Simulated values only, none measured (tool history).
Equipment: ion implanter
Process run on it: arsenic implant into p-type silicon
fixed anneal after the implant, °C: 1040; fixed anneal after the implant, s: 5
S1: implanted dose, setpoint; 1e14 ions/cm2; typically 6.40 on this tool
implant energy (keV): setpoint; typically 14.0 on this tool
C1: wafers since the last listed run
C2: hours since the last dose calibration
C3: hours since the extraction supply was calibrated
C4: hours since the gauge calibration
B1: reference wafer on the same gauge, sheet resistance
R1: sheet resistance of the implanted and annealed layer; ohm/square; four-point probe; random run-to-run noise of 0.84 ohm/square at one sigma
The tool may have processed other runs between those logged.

Run 1, day 0.000: usual settings but S1 5.67 1e14 ions/cm2; C1 0; C2 234.8; C3 2337.8; C4 1861.6; B1 148.98. Result: R1 178.17 ohm/square.
Run 2, day 2.442: usual settings; C1 804; C2 293.4; C3 2396.4; C4 1920.2; B1 148.90. Result: R1 164.72 ohm/square.
Run 3, day 5.171: usual settings; C1 899; C2 358.9; C3 2461.9; C4 1985.7; B1 149.01. Result: R1 164.94 ohm/square.
Run 4, day 6.717: usual settings; C1 509; C2 396.0; C3 2499.0; C4 2022.8; B1 149.10. Result: R1 164.73 ohm/square.
At day 8.221: extraction supply calibrated.
At day 9.425: Faraday cup replaced and dose calibrated.
Run 5, day 9.446: usual settings; C1 679; C2 0.5; C3 29.4; C4 2088.3; B1 149.03. Result: R1 164.89 ohm/square.
Run 6, day 10.758: usual settings; C1 432; C2 32.0; C3 60.9; C4 2119.8; B1 149.00. Result: R1 164.91 ohm/square.
Run 7, day 13.121: usual settings; C1 778; C2 88.7; C3 117.6; C4 2176.5; B1 149.09. Result: R1 164.52 ohm/square.
Run 8, day 15.171: usual settings; C1 675; C2 137.9; C3 166.8; C4 2225.7; B1 149.04. Result: R1 163.79 ohm/square.
Run 9, day 17.221: usual settings; C1 675; C2 187.1; C3 216.0; C4 2274.9; B1 148.99. Result: R1 165.02 ohm/square.
Run 10, day 18.921: usual settings; C1 559; C2 227.9; C3 256.8; C4 2315.7; B1 149.06. Result: R1 164.63 ohm/square.
Run 11, day 21.183: usual settings; C1 745; C2 282.2; C3 311.1; C4 2370.0; B1 148.94. Result: R1 164.98 ohm/square.
Run 12, day 23.112: usual settings but implant energy (keV) 17.5; C1 635; C2 328.5; C3 357.4; C4 2416.3; B1 149.06. Result: R1 158.12 ohm/square.
Run 13, day 25.638: usual settings but implant energy (keV) 17.5; C1 831; C2 389.1; C3 418.0; C4 2476.9; B1 148.90. Result: R1 158.84 ohm/square.
At day 28.075: Faraday cup replaced and dose calibrated.
Run 14, day 28.096: usual settings; C1 699; C2 0.5; C3 477.0; C4 2535.9; B1 149.03. Result: R1 164.62 ohm/square.
Run 15, day 30.650: usual settings but S1 8.32 1e14 ions/cm2, implant energy (keV) 12.0; C1 841; C2 61.8; C3 538.3; C4 2597.2; B1 148.94. Result: R1 146.45 ohm/square.
At day 31.892: gauge calibrated.
Run 16, day 33.550: usual settings but implant energy (keV) 17.5; C1 955; C2 131.4; C3 607.9; C4 39.8; B1 149.00. Result: R1 157.95 ohm/square.
Run 17, day 35.529: usual settings; C1 651; C2 178.9; C3 655.4; C4 87.3; B1 148.89. Result: R1 165.90 ohm/square.
Run 18, day 37.217: usual settings but S1 5.85 1e14 ions/cm2, implant energy (keV) 10.0; C1 555; C2 219.4; C3 695.9; C4 127.8; B1 148.77. Result: R1 183.18 ohm/square.
Run 19, day 41.146: usual settings but S1 7.13 1e14 ions/cm2, implant energy (keV) 12.0; C1 1294; C2 313.7; C3 790.2; C4 222.1; B1 149.02. Result: R1 159.18 ohm/square.
Run 20, day 43.675: usual settings but implant energy (keV) 11.5; C1 833; C2 374.4; C3 850.9; C4 282.8; B1 149.00. Result: R1 168.94 ohm/square.
Run 21, day 45.121: usual settings but S1 7.50 1e14 ions/cm2, implant energy (keV) 15.5; C1 476; C2 409.1; C3 885.6; C4 317.5; B1 148.99. Result: R1 148.26 ohm/square.
Run 22, day 46.325: usual settings but S1 6.93 1e14 ions/cm2, implant energy (keV) 9.5; C1 396; C2 438.0; C3 914.5; C4 346.4; B1 149.01. Result: R1 167.09 ohm/square.
Run 23, day 49.154: usual settings but S1 4.62 1e14 ions/cm2, implant energy (keV) 10.5; C1 931; C2 505.9; C3 982.4; C4 414.3; B1 148.90. Result: R1 212.80 ohm/square.
At day 50.233: Faraday cup replaced and dose calibrated.
Run 24, day 51.288: usual settings but S1 4.62 1e14 ions/cm2, implant energy (keV) 10.5; C1 592; C2 25.3; C3 1033.6; C4 465.5; B1 149.23. Result: R1 208.90 ohm/square.
Run 25, day 52.500: usual settings but S1 7.84 1e14 ions/cm2, implant energy (keV) 18.5; C1 399; C2 54.4; C3 1062.7; C4 494.6; B1 148.94. Result: R1 138.86 ohm/square.
Run 26, day 54.392: usual settings but implant energy (keV) 11.0; C1 623; C2 99.8; C3 1108.1; C4 540.0; B1 149.22. Result: R1 170.12 ohm/square.
Run 27, day 56.354: usual settings but S1 4.49 1e14 ions/cm2; C1 646; C2 146.9; C3 1155.2; C4 587.1; B1 149.21. Result: R1 209.05 ohm/square.
Run 28, day 57.608: usual settings but implant energy (keV) 18.0; C1 413; C2 177.0; C3 1185.3; C4 617.2; B1 148.99. Result: R1 158.49 ohm/square.
Run 29, day 59.879: usual settings but S1 5.48 1e14 ions/cm2; C1 748; C2 231.5; C3 1239.8; C4 671.7; B1 149.03. Result: R1 181.13 ohm/square.
Run 30, day 61.500: usual settings but S1 5.43 1e14 ions/cm2, implant energy (keV) 18.0; C1 533; C2 270.4; C3 1278.7; C4 710.6; B1 148.91. Result: R1 176.80 ohm/square.
Run 31, day 63.058: usual settings but S1 8.25 1e14 ions/cm2, implant energy (keV) 16.5; C1 513; C2 307.8; C3 1316.1; C4 748.0; B1 149.06. Result: R1 138.75 ohm/square.
Run 32, day 64.562: usual settings but S1 5.77 1e14 ions/cm2, implant energy (keV) 17.5; C1 495; C2 343.9; C3 1352.2; C4 784.1; B1 148.85. Result: R1 170.74 ohm/square.
Run 33, day 66.642: usual settings but implant energy (keV) 18.0; C1 684; C2 393.8; C3 1402.1; C4 834.0; B1 148.72. Result: R1 159.14 ohm/square.
Run 34, day 68.046: usual settings but S1 5.25 1e14 ions/cm2; C1 462; C2 427.5; C3 1435.8; C4 867.7; B1 149.06. Result: R1 187.46 ohm/square.
Run 35, day 70.325: usual settings but S1 7.20 1e14 ions/cm2, implant energy (keV) 16.5; C1 750; C2 482.2; C3 1490.5; C4 922.4; B1 149.07. Result: R1 148.49 ohm/square.
Run 36, day 71.896: usual settings but S1 6.89 1e14 ions/cm2; C1 517; C2 519.9; C3 1528.2; C4 960.1; B1 149.04. Result: R1 157.28 ohm/square.
Run 37, day 73.888: usual settings but S1 4.94 1e14 ions/cm2, implant energy (keV) 16.5; C1 656; C2 567.7; C3 1576.0; C4 1007.9; B1 148.91. Result: R1 191.39 ohm/square.
At day 74.796: Faraday cup replaced and dose calibrated.
Run 38, day 75.483: usual settings but S1 4.72 1e14 ions/cm2, implant energy (keV) 16.5; C1 415; C2 16.5; C3 1614.3; C4 1046.2; B1 149.06. Result: R1 195.54 ohm/square.

Below are 3 alternative next runs, each starting from the tool's condition after run 38. Predict each:
Run A, day 75.500: usual settings but implant energy (keV) 9.5; C1 5; C2 16.9; C3 1614.7; C4 1046.6; B1 ?. Result: R1 ?.
Run B, day 75.500: usual settings but S1 7.98 1e14 ions/cm2, implant energy (keV) 16.0; C1 5; C2 16.9; C3 1614.7; C4 1046.6; B1 ?. Result: R1 ?.
Run C, day 75.500: usual settings but S1 5.65 1e14 ions/cm2, implant energy (keV) 17.5; C1 5; C2 16.9; C3 1614.7; C4 1046.6; B1 ?. Result: R1 ?.

run      B1      R1
  A  149.14  174.61
  B  149.14  141.52
  C  149.14  172.55
With the hidden condition removed and each run's random variation left untouched, the same runs would have given:
run      R1
  A  174.61
  B  141.52
  C  172.55
